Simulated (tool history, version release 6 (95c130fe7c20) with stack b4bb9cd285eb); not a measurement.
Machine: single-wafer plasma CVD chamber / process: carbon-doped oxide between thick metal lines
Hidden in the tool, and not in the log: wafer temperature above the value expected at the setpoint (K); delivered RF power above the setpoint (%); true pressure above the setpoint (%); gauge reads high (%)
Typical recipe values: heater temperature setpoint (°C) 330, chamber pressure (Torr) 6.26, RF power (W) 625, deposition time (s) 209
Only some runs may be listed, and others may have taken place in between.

| run | day | heater temperature setpoint (°C) | chamber pressure (Torr) | RF power (W) | deposition time (s) | wafers since the last listed run | hours since the last thermocouple change | hours since the last RF generator calibration | hours since the last manometer calibration | hours since the showerhead was replaced | hours since the gauge calibration | read-back reference wafer on the same gauge, thickness_nm | mean film thickness on the monitor wafer (angstrom) |
|---|---|---|---|---|---|---|---|---|---|---|---|---|---|
| 1 | 0 | 336 | 6.26 | 625 | 209 | 0 | 1969.9 | 595 | 1696.3 | 3925 | 1028.8 | 1205.303 | 13717.25 |
|  | 5.617 | capacitance manometer re-zeroed and calibrated |
| 2 | 7.517 | 336 | 6.26 | 625 | 209 | 1087 | 2150.3 | 775.4 | 45.6 | 4105.4 | 1209.2 | 1208.092 | 13809.82 |
|  | 10.925 | thermocouple changed; heater temperature recalibrated |
|  | 10.929 | showerhead replaced |
| 3 | 11.204 | 330 | 6.26 | 625 | 209 | 507 | 6.7 | 863.9 | 134.1 | 6.6 | 1297.7 | 1208.163 | 14170.3 |
| 4 | 13.05 | 330 | 6.26 | 625 | 209 | 279 | 51 | 908.2 | 178.4 | 50.9 | 1342 | 1208.306 | 14007.83 |
| 5 | 15.717 | 330 | 6.26 | 625 | 209 | 403 | 115 | 972.2 | 242.4 | 114.9 | 1406 | 1207.095 | 14010.58 |
| 6 | 18.338 | 330 | 6.26 | 625 | 209 | 396 | 177.9 | 1035.1 | 305.3 | 177.8 | 1468.9 | 1211.641 | 14120.11 |
| 7 | 19.796 | 330 | 6.26 | 625 | 209 | 220 | 212.9 | 1070.1 | 340.3 | 212.8 | 1503.9 | 1209.514 | 14050.78 |
| 8 | 22.542 | 330 | 6.26 | 625 | 209 | 415 | 278.8 | 1136 | 406.2 | 278.7 | 1569.8 | 1209.846 | 14076.22 |
| 9 | 23.892 | 330 | 6.26 | 625 | 209 | 204 | 311.2 | 1168.4 | 438.6 | 311.1 | 1602.2 | 1209.955 | 14100.42 |
| 10 | 26.008 | 330 | 6.26 | 625 | 209 | 320 | 362 | 1219.2 | 489.4 | 361.9 | 1653 | 1210.681 | 14088.34 |
| 11 | 28.004 | 338 | 6.26 | 695 | 209 | 302 | 409.9 | 1267.1 | 537.3 | 409.8 | 1700.9 | 1210.865 | 15249.18 |
| 12 | 29.312 | 341 | 6.96 | 520 | 209 | 198 | 441.3 | 1298.5 | 568.7 | 441.2 | 1732.3 | 1211.47 | 11297.64 |
| 13 | 31.433 | 343 | 4.98 | 525 | 189 | 321 | 492.2 | 1349.4 | 619.6 | 492.1 | 1783.2 | 1212.245 | 10068.73 |
| 14 | 32.871 | 330 | 6.88 | 625 | 209 | 217 | 526.7 | 1383.9 | 654.1 | 526.6 | 1817.7 | 1212.078 | 14352.15 |
| 15 | 37.421 | 324 | 6.26 | 580 | 209 | 688 | 635.9 | 1493.1 | 763.3 | 635.8 | 1926.9 | 1212.954 | 13245.06 |
| 16 | 39.233 | 330 | 6.26 | 625 | 173 | 274 | 679.4 | 1536.6 | 806.8 | 679.3 | 1970.4 | 1212.232 | 11777.8 |
|  | 40.825 | RF generator calibrated |
| 17 | 40.846 | 330 | 4.87 | 625 | 226 | 193 | 718.1 | 0.5 | 845.5 | 718 | 2009.1 | 1212.366 | 14794 |
| 18 | 43.179 | 317 | 6.26 | 625 | 236 | 353 | 774.1 | 56.5 | 901.5 | 774 | 2065.1 | 1211 | 16605.79 |
|  | 43.738 | gauge calibrated |
| 19 | 44.596 | 330 | 6.26 | 625 | 209 | 214 | 808.1 | 90.5 | 935.5 | 808 | 20.6 | 1154.186 | 13448.78 |
| 20 | 47.588 | 330 | 6.26 | 625 | 209 | 452 | 879.9 | 162.3 | 1007.3 | 879.8 | 92.4 | 1162.14 | 13684.55 |
| 21 | 48.996 | 321 | 7.01 | 590 | 209 | 213 | 913.7 | 196.1 | 1041.1 | 913.6 | 126.2 | 1164.2 | 13349.9 |
| 22 | 51.512 | 319 | 6.69 | 535 | 251 | 381 | 974.1 | 256.5 | 1101.5 | 974 | 186.6 | 1168.151 | 14472 |
| 23 | 52.862 | 330 | 6.26 | 625 | 209 | 204 | 1006.5 | 288.9 | 1133.9 | 1006.4 | 219 | 1172.26 | 13596.98 |
| 24 | 54.483 | 330 | 6.26 | 625 | 209 | 245 | 1045.4 | 327.8 | 1172.8 | 1045.3 | 257.9 | 1176.51 | 13626.45 |
| 25 | 56.929 | 330 | 6.26 | 625 | 209 | 370 | 1104.1 | 386.5 | 1231.5 | 1104 | 316.6 | 1178.168 | 13827.7 |
| 26 | 58.283 | 334 | 6.26 | 625 | 209 | 205 | 1136.6 | 419 | 1264 | 1136.5 | 349.1 | 1179.048 | 13634.96 |
| 27 | 61.046 | 335 | 5.34 | 540 | 248 | 418 | 1202.9 | 485.3 | 1330.3 | 1202.8 | 415.4 | 1183.912 | 13647.74 |
| 28 | 62.933 | 330 | 6.26 | 625 | 223 | 285 | 1248.2 | 530.6 | 1375.6 | 1248.1 | 460.7 | 1186.311 | 14714.6 |
| 29 | 65.067 | 322 | 5.45 | 660 | 209 | 323 | 1299.4 | 581.8 | 1426.8 | 1299.3 | 511.9 | 1186.725 | 14739.5 |

Entry by entry between the runs, the difference in hidden state between the last listed run before and the first listed run after:
From run 1 to run 2: capacitance manometer re-zeroed and calibrated (day 5.617)
  gauge reads high (%): 3.75 -> 4
  measured result minus the result with no hidden state, mean film thickness on the monitor wafer (angstrom): +496.16 -> +530.73
From run 2 to run 3: thermocouple changed; heater temperature recalibrated (day 10.925); showerhead replaced (day 10.929)
  gauge reads high (%): 4 -> 4.09
  measured result minus the result with no hidden state, mean film thickness on the monitor wafer (angstrom): +530.73 -> +557.16
From run 16 to run 17: RF generator calibrated (day 40.825)
  gauge reads high (%): 4.51 -> 4.52
  measured result minus the result with no hidden state, mean film thickness on the monitor wafer (angstrom): +508.01 -> +639.84
From run 18 to run 19: gauge calibrated (day 43.738)
  gauge reads high (%): 4.54 -> -0.291
  measured result minus the result with no hidden state, mean film thickness on the monitor wafer (angstrom): +720.82 -> -39.24
